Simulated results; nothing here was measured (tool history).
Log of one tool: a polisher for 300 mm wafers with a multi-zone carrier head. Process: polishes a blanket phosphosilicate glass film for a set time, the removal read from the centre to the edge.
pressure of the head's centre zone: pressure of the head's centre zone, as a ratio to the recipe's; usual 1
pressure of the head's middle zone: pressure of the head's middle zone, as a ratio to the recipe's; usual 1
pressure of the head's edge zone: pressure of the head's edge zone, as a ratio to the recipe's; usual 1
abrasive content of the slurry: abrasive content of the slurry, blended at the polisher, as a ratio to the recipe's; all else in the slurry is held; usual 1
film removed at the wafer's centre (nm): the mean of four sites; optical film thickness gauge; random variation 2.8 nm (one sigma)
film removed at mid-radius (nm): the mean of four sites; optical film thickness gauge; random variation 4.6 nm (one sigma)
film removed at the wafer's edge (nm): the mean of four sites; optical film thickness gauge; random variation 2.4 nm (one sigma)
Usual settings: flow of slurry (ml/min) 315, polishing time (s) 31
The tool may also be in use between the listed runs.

| run | hour | flow of slurry (ml/min) | pressure of the head's centre zone | pressure of the head's middle zone | pressure of the head's edge zone | abrasive content of the slurry | polishing time (s) | incoming thickness of the incoming film, nm | film removed at the wafer's centre (nm) | film removed at mid-radius (nm) | film removed at the wafer's edge (nm) |
|---|---|---|---|---|---|---|---|---|---|---|---|
| 1 | 0 | 315 | 0.93 | 1 | 1.07 | 1 | 31 | 2864.7 | 295.3 | 330.2 | 348.1 |
| 2 | 40.6 | 315 | 1 | 1 | 1 | 1 | 31 | 2850.5 | 312.8 | 338.6 | 335.9 |
| 3 | 83.7 | 315 | 1 | 1 | 1 | 1 | 31 | 2880.1 | 308 | 332.8 | 336.6 |
| 4 | 116.5 | 315 | 1 | 1 | 1 | 1 | 31 | 2854.3 | 308.4 | 347.3 | 339.1 |
| 5 | 178.1 | 315 | 1 | 1 | 1 | 0.85 | 31 | 2872.4 | 280.5 | 294.8 | 306.9 |
|  | 181.8 | slurry nozzle cleaned |
|  | 186 | worn pad replaced by a new one |
| 6 | 226.8 | 340 | 1 | 1 | 1 | 1 | 31 | 2851.1 | 308.6 | 342.9 | 336.9 |
| 7 | 280.3 | 340 | 1 | 1 | 1 | 1 | 31 | 2873 | 305.9 | 342.6 | 338.1 |
| 8 | 332.1 | 315 | 1 | 1 | 1 | 1.1 | 31 | 2886.5 | 322.4 | 354.5 | 359.7 |
|  | 355.8 | carrier head's membrane replaced by a new one |
|  | 391.6 | worn pad replaced by a new one |
| 9 | 392.1 | 315 | 1 | 1 | 1 | 1.1 | 31 | 2896.2 | 318.3 | 363.8 | 358.6 |
|  | 404.5 | slurry nozzle cleaned |
| 10 | 453.2 | 315 | 1 | 1 | 1 | 1 | 31 | 2822.8 | 305.6 | 333.9 | 333.2 |
|  | 480.4 | centre zone pressure recalibrated |
| 11 | 495 | 225 | 1 | 1 | 1 | 1 | 24 | 2852.6 | 241.5 | 248.4 | 251.7 |
| 12 | 535.9 | 315 | 1 | 1 | 1 | 1 | 31 | 2832.8 | 323.6 | 338.9 | 338.7 |
|  | 581.7 | worn pad replaced by a new one |
|  | 604.3 | edge zone pressure recalibrated |
| 13 | 605.6 | 315 | 1 | 1 | 1 | 1 | 31 | 2812.5 | 326 | 330.2 | 339.9 |
|  | 663.2 | slurry nozzle cleaned |
| 14 | 672.3 | 240 | 1 | 0.91 | 0.9 | 1.15 | 31 | 2842.5 | 341.5 | 325.4 | 334.4 |
| 15 | 737.7 | 315 | 1 | 0.91 | 1 | 1 | 31 | 2846.5 | 321.2 | 308.3 | 335.9 |
|  | 764.2 | worn pad replaced by a new one |
| 16 | 793.8 | 395 | 1 | 1.06 | 1 | 1 | 31 | 2832.1 | 336.2 | 366.4 | 338.5 |
| 17 | 856.1 | 360 | 1 | 0.95 | 1 | 1.2 | 34 | 2881.2 | 389.5 | 397.2 | 413.4 |
| 18 | 907.5 | 315 | 0.9 | 0.93 | 1 | 0.7 | 23 | 2866.6 | 169.5 | 183.3 | 195.4 |
|  | 920.1 | slurry nozzle cleaned |
|  | 967.2 | worn pad replaced by a new one |
| 19 | 978.3 | 385 | 1.11 | 1 | 1 | 1 | 36 | 2861.1 | 407.4 | 400 | 401.1 |
| 20 | 1009.7 | 405 | 1.07 | 1 | 1 | 1.25 | 34 | 2799.6 | 421.4 | 436.1 | 419.8 |

The same runs without the tool's hidden state, with the same run-to-run variation:
The hidden state here: removal rate lost through wear of the pad, %; slurry flow missing at the pad, %; deviation of the centre zone's pressure from its setpoint, %; deviation of the edge zone's pressure from its setpoint, %.
| run | film removed at the wafer's centre (nm) |
|---|---|
| 1 | 311.5 |
| 2 | 330.9 |
| 3 | 326.9 |
| 4 | 328.3 |
| 5 | 300 |
| 6 | 331.3 |
| 7 | 329.9 |
| 8 | 349.1 |
| 9 | 346.4 |
| 10 | 334.2 |
| 11 | 242.9 |
| 12 | 326.6 |
| 13 | 330.7 |
| 14 | 348.2 |
| 15 | 329.2 |
| 16 | 346 |
| 17 | 402.8 |
| 18 | 176 |
| 19 | 425.2 |
| 20 | 440.9 |
film removed at mid-radius (nm): within 0.2 of the measured result in every run.
film removed at the wafer's edge (nm): as measured in every run.
